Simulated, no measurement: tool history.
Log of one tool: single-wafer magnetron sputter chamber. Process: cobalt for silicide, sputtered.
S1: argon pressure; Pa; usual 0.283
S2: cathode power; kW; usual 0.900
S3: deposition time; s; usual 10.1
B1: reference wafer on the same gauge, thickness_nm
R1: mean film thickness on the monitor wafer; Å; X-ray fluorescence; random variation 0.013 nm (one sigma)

run,day,S1,S2,S3,B1,R1
1,0.000,0.283,0.900,10.1,5.091,44.81
2,0.442,0.283,0.900,10.1,5.090,44.78
3,0.904,0.283,0.800,10.1,5.090,39.59
# day 1.371: sputter target and shields replaced
4,1.433,0.283,0.800,10.1,5.090,39.80
5,1.833,0.283,0.800,10.1,5.087,40.06
6,2.188,0.283,0.900,10.1,5.092,44.82
7,2.925,0.283,0.900,8.5,5.091,37.76
8,3.612,0.283,0.900,8.5,5.087,37.64
9,4.233,0.283,0.900,10.1,5.090,44.45
# day 4.625: magnet pack replaced
10,4.646,0.283,0.900,10.1,5.091,44.52
# day 5.212: sputter target and shields replaced
11,5.233,0.323,0.900,8.9,5.088,39.33
12,5.425,0.250,0.800,11.2,5.089,44.77
13,5.992,0.283,1.050,10.1,5.093,52.39
# day 6.229: gauge calibrated
# day 7.929: capacitance manometer re-zeroed and calibrated
# day 8.225: sputter target and shields replaced
14,8.246,0.393,0.900,10.1,5.088,43.53
15,8.392,0.240,0.900,11.9,5.090,53.67
16,8.754,0.364,1.050,11.1,5.091,56.15
17,9.458,0.283,0.900,10.1,5.090,44.81
18,9.925,0.283,0.900,10.1,5.090,44.77
19,10.667,0.377,0.950,11.4,5.089,51.84

Forecast each of these 5 alternatives for the next run:
A,10.683,0.252,0.900,10.1,?,?
B,10.683,0.283,0.950,10.1,?,?
C,10.683,0.283,0.700,10.1,?,?
D,10.683,0.283,0.800,11.0,?,?
E,10.683,0.227,0.900,12.0,?,?

run,B1,R1
A,5.088,45.14
B,5.088,47.22
C,5.088,34.79
D,5.088,43.30
E,5.088,54.04
Without the tool's hidden state the same runs would have given:
run,R1
A,45.51
B,47.60
C,35.07
D,43.65
E,54.47
